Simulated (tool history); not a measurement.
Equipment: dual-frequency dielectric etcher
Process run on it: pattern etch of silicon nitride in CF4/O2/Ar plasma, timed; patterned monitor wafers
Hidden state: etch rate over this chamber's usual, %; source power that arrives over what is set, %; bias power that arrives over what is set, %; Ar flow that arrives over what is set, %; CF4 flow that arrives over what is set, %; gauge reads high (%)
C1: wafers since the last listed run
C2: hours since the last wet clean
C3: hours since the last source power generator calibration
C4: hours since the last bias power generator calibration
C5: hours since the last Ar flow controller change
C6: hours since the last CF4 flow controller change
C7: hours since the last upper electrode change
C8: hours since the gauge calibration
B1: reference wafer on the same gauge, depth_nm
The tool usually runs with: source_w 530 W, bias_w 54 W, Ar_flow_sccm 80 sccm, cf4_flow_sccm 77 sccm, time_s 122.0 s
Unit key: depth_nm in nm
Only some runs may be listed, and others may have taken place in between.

{"run": 1, "hour": 0.0, "source_w": 530, "bias_w": 54, "Ar_flow_sccm": 80, "cf4_flow_sccm": 77, "time_s": 122.0, "C1": 0, "C2": 520.3, "C3": 1822.5, "C4": 780.7, "C5": 1015.6, "C6": 4468.8, "C7": 900.3, "C8": 585.8, "B1": 271.7, "depth_nm": 243.9}
{"run": 2, "hour": 50.0, "source_w": 630, "bias_w": 54, "Ar_flow_sccm": 80, "cf4_flow_sccm": 77, "time_s": 122.0, "C1": 432, "C2": 570.3, "C3": 1872.5, "C4": 830.7, "C5": 1065.6, "C6": 4518.8, "C7": 950.3, "C8": 635.8, "B1": 272.4, "depth_nm": 295.0}
{"hour": 125.2, "done": "wet clean of the chamber"}
{"run": 3, "hour": 287.6, "source_w": 630, "bias_w": 54, "Ar_flow_sccm": 80, "cf4_flow_sccm": 77, "time_s": 122.0, "C1": 1847, "C2": 162.4, "C3": 2110.1, "C4": 1068.3, "C5": 1303.2, "C6": 4756.4, "C7": 1187.9, "C8": 873.4, "B1": 272.1, "depth_nm": 293.8}
{"run": 4, "hour": 383.3, "source_w": 630, "bias_w": 54, "Ar_flow_sccm": 80, "cf4_flow_sccm": 77, "time_s": 122.0, "C1": 827, "C2": 258.1, "C3": 2205.8, "C4": 1164.0, "C5": 1398.9, "C6": 4852.1, "C7": 1283.6, "C8": 969.1, "B1": 271.9, "depth_nm": 291.2}
{"run": 5, "hour": 555.1, "source_w": 530, "bias_w": 54, "Ar_flow_sccm": 80, "cf4_flow_sccm": 77, "time_s": 122.0, "C1": 1485, "C2": 429.9, "C3": 2377.6, "C4": 1335.8, "C5": 1570.7, "C6": 5023.9, "C7": 1455.4, "C8": 1140.9, "B1": 272.5, "depth_nm": 239.8}
{"hour": 564.2, "done": "CF4 flow controller replaced"}
{"run": 6, "hour": 607.9, "source_w": 530, "bias_w": 54, "Ar_flow_sccm": 80, "cf4_flow_sccm": 77, "time_s": 122.0, "C1": 404, "C2": 482.7, "C3": 2430.4, "C4": 1388.6, "C5": 1623.5, "C6": 43.7, "C7": 1508.2, "C8": 1193.7, "B1": 272.2, "depth_nm": 241.6}
{"hour": 615.6, "done": "gauge calibrated"}
{"run": 7, "hour": 678.1, "source_w": 530, "bias_w": 54, "Ar_flow_sccm": 80, "cf4_flow_sccm": 77, "time_s": 122.0, "C1": 607, "C2": 552.9, "C3": 2500.6, "C4": 1458.8, "C5": 1693.7, "C6": 113.9, "C7": 1578.4, "C8": 62.5, "B1": 272.4, "depth_nm": 241.4}
{"run": 8, "hour": 756.2, "source_w": 530, "bias_w": 54, "Ar_flow_sccm": 80, "cf4_flow_sccm": 77, "time_s": 122.0, "C1": 675, "C2": 631.0, "C3": 2578.7, "C4": 1536.9, "C5": 1771.8, "C6": 192.0, "C7": 1656.5, "C8": 140.6, "B1": 271.7, "depth_nm": 239.2}
{"hour": 781.5, "done": "wet clean of the chamber"}
{"hour": 814.5, "done": "source power generator calibrated"}
{"run": 9, "hour": 856.9, "source_w": 530, "bias_w": 54, "Ar_flow_sccm": 80, "cf4_flow_sccm": 77, "time_s": 122.0, "C1": 628, "C2": 75.4, "C3": 42.4, "C4": 1637.6, "C5": 1872.5, "C6": 292.7, "C7": 1757.2, "C8": 241.3, "B1": 271.8, "depth_nm": 255.6}
{"run": 10, "hour": 953.0, "source_w": 530, "bias_w": 54, "Ar_flow_sccm": 80, "cf4_flow_sccm": 77, "time_s": 122.0, "C1": 831, "C2": 171.5, "C3": 138.5, "C4": 1733.7, "C5": 1968.6, "C6": 388.8, "C7": 1853.3, "C8": 337.4, "B1": 272.1, "depth_nm": 257.3}
{"run": 11, "hour": 1033.4, "source_w": 450, "bias_w": 61, "Ar_flow_sccm": 68, "cf4_flow_sccm": 77, "time_s": 142.5, "C1": 695, "C2": 251.9, "C3": 218.9, "C4": 1814.1, "C5": 2049.0, "C6": 469.2, "C7": 1933.7, "C8": 417.8, "B1": 271.6, "depth_nm": 269.9}
{"run": 12, "hour": 1076.7, "source_w": 530, "bias_w": 54, "Ar_flow_sccm": 80, "cf4_flow_sccm": 77, "time_s": 122.0, "C1": 374, "C2": 295.2, "C3": 262.2, "C4": 1857.4, "C5": 2092.3, "C6": 512.5, "C7": 1977.0, "C8": 461.1, "B1": 271.9, "depth_nm": 257.9}
{"hour": 1117.5, "done": "Ar flow controller replaced"}
{"hour": 1151.0, "done": "upper electrode replaced"}
{"hour": 1190.0, "done": "bias power generator calibrated"}
{"run": 13, "hour": 1238.6, "source_w": 470, "bias_w": 47, "Ar_flow_sccm": 69, "cf4_flow_sccm": 77, "time_s": 103.5, "C1": 1106, "C2": 457.1, "C3": 424.1, "C4": 48.6, "C5": 121.1, "C6": 674.4, "C7": 87.6, "C8": 623.0, "B1": 272.7, "depth_nm": 182.1}
{"run": 14, "hour": 1290.7, "source_w": 530, "bias_w": 54, "Ar_flow_sccm": 80, "cf4_flow_sccm": 82, "time_s": 122.0, "C1": 450, "C2": 509.2, "C3": 476.2, "C4": 100.7, "C5": 173.2, "C6": 726.5, "C7": 139.7, "C8": 675.1, "B1": 272.1, "depth_nm": 256.1}
{"hour": 1346.7, "done": "wet clean of the chamber"}
{"run": 15, "hour": 1390.8, "source_w": 560, "bias_w": 54, "Ar_flow_sccm": 72, "cf4_flow_sccm": 77, "time_s": 122.0, "C1": 658, "C2": 44.1, "C3": 576.3, "C4": 200.8, "C5": 273.3, "C6": 826.6, "C7": 239.8, "C8": 775.2, "B1": 272.0, "depth_nm": 271.9}
{"run": 16, "hour": 1494.8, "source_w": 530, "bias_w": 54, "Ar_flow_sccm": 80, "cf4_flow_sccm": 77, "time_s": 122.0, "C1": 899, "C2": 148.1, "C3": 680.3, "C4": 304.8, "C5": 377.3, "C6": 930.6, "C7": 343.8, "C8": 879.2, "B1": 272.5, "depth_nm": 254.7}
{"run": 17, "hour": 1568.8, "source_w": 530, "bias_w": 54, "Ar_flow_sccm": 64, "cf4_flow_sccm": 67, "time_s": 122.0, "C1": 640, "C2": 222.1, "C3": 754.3, "C4": 378.8, "C5": 451.3, "C6": 1004.6, "C7": 417.8, "C8": 953.2, "B1": 271.9, "depth_nm": 253.0}
{"hour": 1637.2, "done": "gauge calibrated"}
{"run": 18, "hour": 1661.3, "source_w": 530, "bias_w": 46, "Ar_flow_sccm": 80, "cf4_flow_sccm": 77, "time_s": 122.0, "C1": 800, "C2": 314.6, "C3": 846.8, "C4": 471.3, "C5": 543.8, "C6": 1097.1, "C7": 510.3, "C8": 24.1, "B1": 272.1, "depth_nm": 237.0}
{"run": 19, "hour": 1697.8, "source_w": 530, "bias_w": 54, "Ar_flow_sccm": 80, "cf4_flow_sccm": 82, "time_s": 148.5, "C1": 315, "C2": 351.1, "C3": 883.3, "C4": 507.8, "C5": 580.3, "C6": 1133.6, "C7": 546.8, "C8": 60.6, "B1": 271.5, "depth_nm": 316.1}
{"run": 20, "hour": 1792.2, "source_w": 530, "bias_w": 54, "Ar_flow_sccm": 80, "cf4_flow_sccm": 77, "time_s": 122.0, "C1": 816, "C2": 445.5, "C3": 977.7, "C4": 602.2, "C5": 674.7, "C6": 1228.0, "C7": 641.2, "C8": 155.0, "B1": 271.9, "depth_nm": 250.2}

Forecast each of these 3 alternatives for the next run:
{"run": "A", "hour": 1792.7, "source_w": 530, "bias_w": 54, "Ar_flow_sccm": 80, "cf4_flow_sccm": 77, "time_s": 122.0, "C1": 4, "C2": 446.0, "C3": 978.2, "C4": 602.7, "C5": 675.2, "C6": 1228.5, "C7": 641.7, "C8": 155.5, "B1": "?", "depth_nm": "?"}
{"run": "B", "hour": 1792.7, "source_w": 530, "bias_w": 54, "Ar_flow_sccm": 61, "cf4_flow_sccm": 77, "time_s": 122.0, "C1": 4, "C2": 446.0, "C3": 978.2, "C4": 602.7, "C5": 675.2, "C6": 1228.5, "C7": 641.7, "C8": 155.5, "B1": "?", "depth_nm": "?"}
{"run": "C", "hour": 1792.7, "source_w": 530, "bias_w": 64, "Ar_flow_sccm": 80, "cf4_flow_sccm": 77, "time_s": 122.0, "C1": 4, "C2": 446.0, "C3": 978.2, "C4": 602.7, "C5": 675.2, "C6": 1228.5, "C7": 641.7, "C8": 155.5, "B1": "?", "depth_nm": "?"}

run=A B1=272.0 depth_nm=254.2
run=B B1=272.0 depth_nm=262.2
run=C B1=272.0 depth_nm=275.5
Had the tool no hidden state, the same runs would have come out as:
run=A depth_nm=257.4
run=B depth_nm=265.6
run=C depth_nm=279.0
